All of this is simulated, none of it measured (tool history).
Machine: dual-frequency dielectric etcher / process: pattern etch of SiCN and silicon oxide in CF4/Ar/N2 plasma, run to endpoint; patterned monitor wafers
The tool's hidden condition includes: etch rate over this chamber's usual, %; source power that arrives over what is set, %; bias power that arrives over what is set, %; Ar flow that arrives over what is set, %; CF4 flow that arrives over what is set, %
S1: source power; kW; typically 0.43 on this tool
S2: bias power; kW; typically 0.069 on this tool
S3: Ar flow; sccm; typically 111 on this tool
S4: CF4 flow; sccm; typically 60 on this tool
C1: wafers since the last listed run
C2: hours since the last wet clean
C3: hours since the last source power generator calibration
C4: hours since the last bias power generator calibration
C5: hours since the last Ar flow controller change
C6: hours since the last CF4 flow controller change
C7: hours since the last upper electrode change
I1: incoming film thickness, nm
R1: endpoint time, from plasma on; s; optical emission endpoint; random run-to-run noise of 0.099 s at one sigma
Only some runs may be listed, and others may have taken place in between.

Run 1, hour 0: usual settings; C1 0; C2 286.2; C3 4497.1; C4 29.5; C5 283.7; C6 199.1; C7 2204.8; I1 13.25. Result: R1 16.5 s.
Run 2, hour 19: usual settings but S2 0.074 kW, S4 46 sccm; C1 231; C2 305.2; C3 4516.1; C4 48.5; C5 302.7; C6 218.1; C7 2223.8; I1 13.33. Result: R1 17.1 s.
Run 3, hour 37.9: usual settings but S2 0.059 kW, S3 88 sccm; C1 230; C2 324.1; C3 4535; C4 67.4; C5 321.6; C6 237; C7 2242.7; I1 13.21. Result: R1 16.3 s.
Run 4, hour 54.5: usual settings but S1 0.36 kW; C1 202; C2 340.7; C3 4551.6; C4 84; C5 338.2; C6 253.6; C7 2259.3; I1 13.26. Result: R1 20.4 s.
Run 5, hour 79.4: usual settings but S1 0.54 kW; C1 303; C2 365.6; C3 4576.5; C4 108.9; C5 363.1; C6 278.5; C7 2284.2; I1 13.31. Result: R1 13.1 s.
At hour 117.3: upper electrode replaced.
Run 6, hour 117.8: usual settings but S1 0.36 kW, S2 0.075 kW, S3 133 sccm, S4 49 sccm; C1 175; C2 404; C3 4614.9; C4 147.3; C5 401.5; C6 316.9; C7 0.5; I1 13.38. Result: R1 21.7 s.
Run 7, hour 124.2: usual settings but S1 0.5 kW, S3 125 sccm; C1 77; C2 410.4; C3 4621.3; C4 153.7; C5 407.9; C6 323.3; C7 6.9; I1 13.28. Result: R1 14.7 s.
Run 8, hour 139.1: usual settings but S3 123 sccm, S4 75 sccm; C1 181; C2 425.3; C3 4636.2; C4 168.6; C5 422.8; C6 338.2; C7 21.8; I1 13.34. Result: R1 16.8 s.
Run 9, hour 156.8: usual settings but S2 0.064 kW; C1 215; C2 443; C3 4653.9; C4 186.3; C5 440.5; C6 355.9; C7 39.5; I1 13.35. Result: R1 17.3 s.
Run 10, hour 174.4: usual settings but S4 47 sccm; C1 214; C2 460.6; C3 4671.5; C4 203.9; C5 458.1; C6 373.5; C7 57.1; I1 13.38. Result: R1 17.7 s.
Run 11, hour 190.3: usual settings; C1 193; C2 476.5; C3 4687.4; C4 219.8; C5 474; C6 389.4; C7 73; I1 13.41. Result: R1 17.1 s.
Run 12, hour 217.1: usual settings; C1 326; C2 503.3; C3 4714.2; C4 246.6; C5 500.8; C6 416.2; C7 99.8; I1 13.3. Result: R1 16.8 s.
At hour 262.8: wet clean of the chamber.
Run 13, hour 263.3: usual settings but S2 0.077 kW; C1 270; C2 0.5; C3 4760.4; C4 292.8; C5 547; C6 462.4; C7 146; I1 13.36. Result: R1 16.2 s.
At hour 272.4: source power generator calibrated.
Run 14, hour 272.9: usual settings; C1 68; C2 10.1; C3 0.5; C4 302.4; C5 556.6; C6 472; C7 155.6; I1 13.27. Result: R1 16.3 s.
Run 15, hour 298.2: usual settings but S3 129 sccm, S4 72 sccm; C1 308; C2 35.4; C3 25.8; C4 327.7; C5 581.9; C6 497.3; C7 180.9; I1 13.32. Result: R1 16.3 s.
Run 16, hour 323.7: usual settings; C1 310; C2 60.9; C3 51.3; C4 353.2; C5 607.4; C6 522.8; C7 206.4; I1 13.24. Result: R1 16.6 s.
Run 17, hour 350.6: usual settings but S2 0.064 kW, S3 86 sccm, S4 46 sccm; C1 327; C2 87.8; C3 78.2; C4 380.1; C5 634.3; C6 549.7; C7 233.3; I1 13.33. Result: R1 16.7 s.
Run 18, hour 386.4: usual settings but S1 0.4 kW, S2 0.077 kW, S3 119 sccm, S4 45 sccm; C1 435; C2 123.6; C3 114; C4 415.9; C5 670.1; C6 585.5; C7 269.1; I1 13.39. Result: R1 18.9 s.
Run 19, hour 408.9: usual settings but S1 0.53 kW, S2 0.063 kW; C1 274; C2 146.1; C3 136.5; C4 438.4; C5 692.6; C6 608; C7 291.6; I1 13.31. Result: R1 13.5 s.
Run 20, hour 430.1: usual settings but S3 99 sccm, S4 50 sccm; C1 258; C2 167.3; C3 157.7; C4 459.6; C5 713.8; C6 629.2; C7 312.8; I1 13.25. Result: R1 16.9 s.
Run 21, hour 453.9: usual settings; C1 289; C2 191.1; C3 181.5; C4 483.4; C5 737.6; C6 653; C7 336.6; I1 13.18. Result: R1 16.6 s.
Run 22, hour 488.7: usual settings but S1 0.38 kW, S2 0.083 kW; C1 423; C2 225.9; C3 216.3; C4 518.2; C5 772.4; C6 687.8; C7 371.4; I1 13.27. Result: R1 18.4 s.
Run 23, hour 519.5: usual settings but S1 0.37 kW; C1 375; C2 256.7; C3 247.1; C4 549; C5 803.2; C6 718.6; C7 402.2; I1 13.16. Result: R1 19.7 s.
Run 24, hour 543.3: usual settings but S2 0.053 kW, S4 75 sccm; C1 289; C2 280.5; C3 270.9; C4 572.8; C5 827; C6 742.4; C7 426; I1 13.24. Result: R1 17.1 s.

4 ways to go on from here, each from the tool as it stands after run 24. What would each give?
Run A, hour 543.7: usual settings; C1 4; C2 280.9; C3 271.3; C4 573.2; C5 827.4; C6 742.8; C7 426.4; I1 13.41. Result: R1 ?.
Run B, hour 543.7: usual settings but S1 0.51 kW; C1 4; C2 280.9; C3 271.3; C4 573.2; C5 827.4; C6 742.8; C7 426.4; I1 13.41. Result: R1 ?.
Run C, hour 543.7: usual settings but S1 0.38 kW, S3 85 sccm; C1 4; C2 280.9; C3 271.3; C4 573.2; C5 827.4; C6 742.8; C7 426.4; I1 13.41. Result: R1 ?.
Run D, hour 543.7: usual settings but S1 0.34 kW, S4 46 sccm; C1 4; C2 280.9; C3 271.3; C4 573.2; C5 827.4; C6 742.8; C7 426.4; I1 13.41. Result: R1 ?.

run    R1
  A  16.7
  B  13.9
  C  18.2
  D    23
Take away the tool's hidden state, keep each run's random variation, and the runs would have read:
run    R1
  A  16.3
  B  13.5
  C  17.8
  D  22.4
